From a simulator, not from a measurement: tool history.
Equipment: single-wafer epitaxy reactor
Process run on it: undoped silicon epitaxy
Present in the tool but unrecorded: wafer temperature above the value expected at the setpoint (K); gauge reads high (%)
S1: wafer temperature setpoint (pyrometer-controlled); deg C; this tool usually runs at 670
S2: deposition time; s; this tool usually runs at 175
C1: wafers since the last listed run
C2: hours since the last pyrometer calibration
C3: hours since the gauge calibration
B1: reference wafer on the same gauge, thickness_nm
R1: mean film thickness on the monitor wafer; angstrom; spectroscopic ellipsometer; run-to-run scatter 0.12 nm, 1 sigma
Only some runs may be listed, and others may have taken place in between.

run,day,S1,S2,C1,C2,C3,B1,R1
1,0.000,670,175,0,1877.5,402.7,57.578,519.10
2,2.400,670,175,756,1935.1,460.3,57.574,524.12
3,5.692,670,175,1037,2014.1,539.3,57.562,523.24
4,7.138,670,175,455,2048.8,574.0,57.573,522.05
5,8.150,670,175,319,2073.1,598.3,57.604,521.48
6,9.679,670,175,481,2109.8,635.0,57.642,522.24
7,11.271,670,175,501,2148.0,673.2,57.579,524.18
8,14.038,670,175,872,2214.4,739.6,57.671,525.67
9,15.383,681,175,424,2246.7,771.9,57.564,678.69
10,16.383,681,175,315,2270.7,795.9,57.583,679.65
11,18.562,681,175,686,2323.0,848.2,57.636,679.44
12,21.408,670,163,897,2391.3,916.5,57.642,490.96
13,24.392,678,201,940,2462.9,988.1,57.599,728.72
14,26.408,660,175,635,2511.3,1036.5,57.561,415.73
15,27.529,683,197,353,2538.2,1063.4,57.610,803.91
16,30.412,659,175,908,2607.4,1132.6,57.563,406.89
17,32.279,665,189,588,2652.2,1177.4,57.573,508.64
18,34.588,678,205,727,2707.6,1232.8,57.646,751.23
# day 37.258: pyrometer calibrated
19,37.279,670,175,743,0.5,1297.4,57.608,499.87
20,39.625,682,160,739,56.8,1353.7,57.600,606.26
# day 40.067: gauge calibrated
21,42.521,670,175,912,126.3,58.9,57.618,501.53
22,43.946,670,175,449,160.5,93.1,57.608,500.79
23,47.558,670,175,1138,247.2,179.8,57.572,502.99
24,50.417,666,209,900,315.8,248.4,57.624,547.49

4 options for the next run, each taken on its own from the tool as it stands now. Forecast them:
A,50.433,670,175,5,316.2,248.8,?,?
B,50.433,683,175,5,316.2,248.8,?,?
C,50.433,674,144,5,316.2,248.8,?,?
D,50.433,655,145,5,316.2,248.8,?,?

run,B1,R1
A,57.599,503.40
B,57.599,682.25
C,57.599,455.31
D,57.599,290.18
The same runs, with their run-to-run variation unchanged, on a tool lacking any hidden condition would have given:
run,R1
A,494.29
B,670.27
C,447.14
D,284.73
